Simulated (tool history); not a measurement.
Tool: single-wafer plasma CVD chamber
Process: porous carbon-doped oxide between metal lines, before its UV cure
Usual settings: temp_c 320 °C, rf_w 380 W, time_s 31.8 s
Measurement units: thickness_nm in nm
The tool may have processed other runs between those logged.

run	hour	temp_c	rf_w	time_s	read-back reference wafer on the same gauge, thickness_nm	thickness_nm
1	0	320	380	31.8	151.018	132.202
2	14.6	320	440	31.8	150.707	151.55
3	46.9	320	440	31.8	150.959	151.096
4	65.5	326	380	31.8	151.228	128.441
5	80.9	320	380	36.6	150.991	151.829
6	112.4	320	380	36.6	151.06	150.056
7	146	320	380	36.6	151.042	150.76
8	167.6	320	380	31.8	151.126	133.197
9	182.7	320	380	31.8	151.099	131.271
10	213.2	320	380	31.8	150.917	131.95
11	240.4	320	380	31.8	150.986	131.536
12	264	320	380	31.8	151.029	131.338
13	281.3	320	380	31.8	151.05	132.13
14	300.7	312	415	30.2	150.857	140.089
15	329.3	320	380	31.8	151.039	132.32
16	350.3	320	380	38.1	150.958	155.602
17	371.1	306	320	28.5	150.875	106.954
18	396.3	329	410	36.2	150.877	154.005
19	415.2	309	305	31.8	151.076	111.296
20	438.3	309	335	28.1	151.091	108.626
21	466.7	306	380	31.8	151.209	140.359
22	498.3	320	380	31.8	150.943	132.086
23	511.4	329	410	36.2	150.954	155.19
24	539.5	320	425	31.8	151.184	146.792
25	559.9	320	380	38.1	151.035	156.386
26	574.6	320	380	31.8	151.198	132.767

Missing from the log above: 4 entries noted between runs. For each, name the pair of listed runs it sits between and say how the tool's hidden condition differs from the listed run just before to the listed run just after:
From run 9 to run 10: thermocouple changed; heater temperature recalibrated (hour 192.9)
  the hidden state is the same at both runs
From run 10 to run 11: showerhead replaced (hour 229)
  the hidden state is the same at both runs
From run 18 to run 19: gauge calibrated (hour 409.8)
  the hidden state is the same at both runs
From run 20 to run 21: RF generator calibrated (hour 447.2)
  the hidden state is the same at both runs
